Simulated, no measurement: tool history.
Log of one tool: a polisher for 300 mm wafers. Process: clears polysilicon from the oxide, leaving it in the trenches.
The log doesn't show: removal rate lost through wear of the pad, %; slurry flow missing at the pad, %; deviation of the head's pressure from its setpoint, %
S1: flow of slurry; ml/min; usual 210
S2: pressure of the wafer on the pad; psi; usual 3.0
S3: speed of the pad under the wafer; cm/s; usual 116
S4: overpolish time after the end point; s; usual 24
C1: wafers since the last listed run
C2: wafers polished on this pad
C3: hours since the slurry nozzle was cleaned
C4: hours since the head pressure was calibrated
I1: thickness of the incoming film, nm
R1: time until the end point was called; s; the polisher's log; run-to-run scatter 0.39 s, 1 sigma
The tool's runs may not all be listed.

| run | hour | S1 | S2 | S3 | S4 | C1 | C2 | C3 | C4 | I1 | R1 |
|---|---|---|---|---|---|---|---|---|---|---|---|
| 1 | 0.0 | 210 | 3.7 | 116 | 20 | 0 | 699 | 386.7 | 138.5 | 790.6 | 33.2 |
| 2 | 24.3 | 210 | 3.7 | 116 | 20 | 190 | 890 | 411.0 | 162.8 | 801.2 | 34.7 |
|  | 38.4 | worn pad replaced by a new one |
| 3 | 84.5 | 210 | 3.7 | 116 | 20 | 440 | 361 | 471.2 | 223.0 | 796.7 | 34.5 |
| 4 | 116.3 | 210 | 3.0 | 116 | 24 | 249 | 611 | 503.0 | 254.8 | 791.0 | 42.3 |
| 5 | 151.7 | 210 | 3.0 | 116 | 24 | 277 | 889 | 538.4 | 290.2 | 803.2 | 43.1 |
|  | 171.5 | worn pad replaced by a new one |
| 6 | 172.0 | 210 | 3.0 | 116 | 24 | 127 | 4 | 558.7 | 310.5 | 804.6 | 42.6 |
| 7 | 189.5 | 210 | 3.0 | 136 | 24 | 137 | 141 | 576.2 | 328.0 | 800.6 | 35.8 |
|  | 190.9 | slurry nozzle cleaned |
|  | 195.1 | head pressure recalibrated |
| 8 | 202.0 | 210 | 3.0 | 116 | 28 | 74 | 215 | 11.1 | 6.9 | 799.4 | 42.0 |

Estimate the outcome of run 9 from the log above:
| 9 | 217.8 | 210 | 3.0 | 116 | 24 | 123 | 339 | 26.9 | 22.7 | 786.8 | ? |

For run 9 the tool returned R1 41.3 s.
Take away the tool's hidden state, keep the run-to-run variation as it was, and the same run would have given R1 41.3 s.
